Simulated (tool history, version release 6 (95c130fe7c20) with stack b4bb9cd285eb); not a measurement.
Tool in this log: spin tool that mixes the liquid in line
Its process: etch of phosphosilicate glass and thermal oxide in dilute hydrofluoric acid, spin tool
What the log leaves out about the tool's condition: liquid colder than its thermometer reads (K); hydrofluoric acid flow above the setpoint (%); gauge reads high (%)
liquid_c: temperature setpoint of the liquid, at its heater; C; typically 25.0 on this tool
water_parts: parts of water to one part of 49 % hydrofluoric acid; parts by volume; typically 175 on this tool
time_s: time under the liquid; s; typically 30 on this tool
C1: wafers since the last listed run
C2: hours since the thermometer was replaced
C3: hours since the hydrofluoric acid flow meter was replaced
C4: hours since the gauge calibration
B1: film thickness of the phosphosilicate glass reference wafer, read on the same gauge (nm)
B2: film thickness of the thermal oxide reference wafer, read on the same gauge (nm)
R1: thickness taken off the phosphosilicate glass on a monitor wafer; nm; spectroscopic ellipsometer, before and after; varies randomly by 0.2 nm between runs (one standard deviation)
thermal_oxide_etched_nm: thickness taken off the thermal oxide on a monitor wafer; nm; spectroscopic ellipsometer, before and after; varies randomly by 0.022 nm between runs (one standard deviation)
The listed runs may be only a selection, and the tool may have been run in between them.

run 1 hour=0.0 | liquid_c=25.0 water_parts=175 time_s=40 | C1=0 C2=1051.4 C3=973.8 C4=774.0 | B1=30.00 B2=139.998 | R1=28.51 thermal_oxide_etched_nm=0.899
run 2 hour=32.6 | liquid_c=25.0 water_parts=175 time_s=35 | C1=474 C2=1084.0 C3=1006.4 C4=806.6 | B1=29.98 B2=139.991 | R1=24.82 thermal_oxide_etched_nm=0.731
run 3 hour=52.1 | liquid_c=25.0 water_parts=175 time_s=30 | C1=283 C2=1103.5 C3=1025.9 C4=826.1 | B1=30.00 B2=139.986 | R1=21.13 thermal_oxide_etched_nm=0.675
run 4 hour=68.2 | liquid_c=25.0 water_parts=175 time_s=30 | C1=234 C2=1119.6 C3=1042.0 C4=842.2 | B1=30.03 B2=139.983 | R1=21.15 thermal_oxide_etched_nm=0.665
run 5 hour=84.3 | liquid_c=23.0 water_parts=175 time_s=30 | C1=234 C2=1135.7 C3=1058.1 C4=858.3 | B1=29.96 B2=139.998 | R1=20.00 thermal_oxide_etched_nm=0.626
-- hour=85.8 thermometer replaced
run 6 hour=101.2 | liquid_c=23.0 water_parts=175 time_s=30 | C1=231 C2=15.4 C3=1075.0 C4=875.2 | B1=29.96 B2=140.014 | R1=18.88 thermal_oxide_etched_nm=0.622
run 7 hour=132.4 | liquid_c=25.0 water_parts=95 time_s=30 | C1=454 C2=46.6 C3=1106.2 C4=906.4 | B1=30.03 B2=139.980 | R1=40.91 thermal_oxide_etched_nm=1.231
run 8 hour=156.0 | liquid_c=25.0 water_parts=175 time_s=45 | C1=343 C2=70.2 C3=1129.8 C4=930.0 | B1=30.01 B2=139.952 | R1=31.21 thermal_oxide_etched_nm=0.997
run 9 hour=176.7 | liquid_c=28.0 water_parts=95 time_s=30 | C1=301 C2=90.9 C3=1150.5 C4=950.7 | B1=30.02 B2=140.021 | R1=45.56 thermal_oxide_etched_nm=1.457
run 10 hour=205.8 | liquid_c=25.0 water_parts=175 time_s=30 | C1=423 C2=120.0 C3=1179.6 C4=979.8 | B1=29.96 B2=139.967 | R1=20.29 thermal_oxide_etched_nm=0.667
run 11 hour=221.5 | liquid_c=25.0 water_parts=95 time_s=30 | C1=228 C2=135.7 C3=1195.3 C4=995.5 | B1=30.03 B2=139.958 | R1=41.18 thermal_oxide_etched_nm=1.309
-- hour=271.6 thermometer replaced, repeated, since the last time left the tool worse
-- hour=295.7 gauge calibrated
run 12 hour=318.3 | liquid_c=29.0 water_parts=250 time_s=15 | C1=1394 C2=46.7 C3=1292.1 C4=22.6 | B1=30.05 B2=139.975 | R1=8.44 thermal_oxide_etched_nm=0.263
run 13 hour=332.3 | liquid_c=23.0 water_parts=260 time_s=30 | C1=203 C2=60.7 C3=1306.1 C4=36.6 | B1=29.97 B2=139.964 | R1=13.16 thermal_oxide_etched_nm=0.423
run 14 hour=366.3 | liquid_c=25.0 water_parts=175 time_s=30 | C1=494 C2=94.7 C3=1340.1 C4=70.6 | B1=29.99 B2=140.008 | R1=22.98 thermal_oxide_etched_nm=0.725
run 15 hour=385.0 | liquid_c=25.0 water_parts=175 time_s=30 | C1=272 C2=113.4 C3=1358.8 C4=89.3 | B1=30.03 B2=139.977 | R1=22.66 thermal_oxide_etched_nm=0.697
run 16 hour=399.5 | liquid_c=27.0 water_parts=90 time_s=40 | C1=211 C2=127.9 C3=1373.3 C4=103.8 | B1=29.98 B2=139.988 | R1=70.10 thermal_oxide_etched_nm=2.286
-- hour=411.6 hydrofluoric acid flow meter replaced
run 17 hour=427.3 | liquid_c=25.0 water_parts=175 time_s=30 | C1=390 C2=155.7 C3=15.7 C4=131.6 | B1=29.97 B2=140.007 | R1=22.83 thermal_oxide_etched_nm=0.683
run 18 hour=445.8 | liquid_c=25.0 water_parts=175 time_s=30 | C1=269 C2=174.2 C3=34.2 C4=150.1 | B1=29.98 B2=139.983 | R1=22.60 thermal_oxide_etched_nm=0.692
run 19 hour=478.6 | liquid_c=30.0 water_parts=175 time_s=30 | C1=477 C2=207.0 C3=67.0 C4=182.9 | B1=29.94 B2=139.994 | R1=27.08 thermal_oxide_etched_nm=0.871
run 20 hour=510.9 | liquid_c=29.0 water_parts=175 time_s=30 | C1=470 C2=239.3 C3=99.3 C4=215.2 | B1=30.06 B2=139.971 | R1=26.40 thermal_oxide_etched_nm=0.806
run 21 hour=545.5 | liquid_c=29.0 water_parts=130 time_s=40 | C1=503 C2=273.9 C3=133.9 C4=249.8 | B1=30.00 B2=139.970 | R1=49.32 thermal_oxide_etched_nm=1.489
run 22 hour=563.6 | liquid_c=25.0 water_parts=175 time_s=30 | C1=263 C2=292.0 C3=152.0 C4=267.9 | B1=30.04 B2=140.012 | R1=22.67 thermal_oxide_etched_nm=0.703
run 23 hour=577.2 | liquid_c=25.0 water_parts=175 time_s=30 | C1=197 C2=305.6 C3=165.6 C4=281.5 | B1=30.04 B2=140.001 | R1=22.30 thermal_oxide_etched_nm=0.710
run 24 hour=634.4 | liquid_c=23.5 water_parts=175 time_s=50 | C1=832 C2=362.8 C3=222.8 C4=338.7 | B1=29.98 B2=139.983 | R1=35.98 thermal_oxide_etched_nm=1.154
run 25 hour=660.8 | liquid_c=23.0 water_parts=260 time_s=45 | C1=384 C2=389.2 C3=249.2 C4=365.1 | B1=30.00 B2=140.024 | R1=19.19 thermal_oxide_etched_nm=0.616

A few steps of R1 between consecutive runs. Split each: what settings, incoming material and random variation would produce without the hidden state, and what is left over for the hidden state, along with gauge scatter present in only one of the two compared results (measured, and without hidden state):
Run 9 -> 10: liquid_c 28.0 -> 25.0, water_parts 95 -> 175. R1 -25.27 nm: hidden state +3.30, all else -28.57.
Run 11 -> 12: liquid_c 25.0 -> 29.0, water_parts 95 -> 250, time_s 30 -> 15, thermometer replaced, repeated, since the last time left the tool worse, gauge calibrated. R1 -32.74 nm: hidden state +5.56, all else -38.30.
Run 15 -> 16: liquid_c 25.0 -> 27.0, water_parts 175 -> 90, time_s 30 -> 40. R1 +47.44 nm: hidden state -0.39, all else +47.83.
Run 16 -> 17: liquid_c 27.0 -> 25.0, water_parts 90 -> 175, time_s 40 -> 30, hydrofluoric acid flow meter replaced. R1 -47.27 nm: hidden state +0.34, all else -47.61.
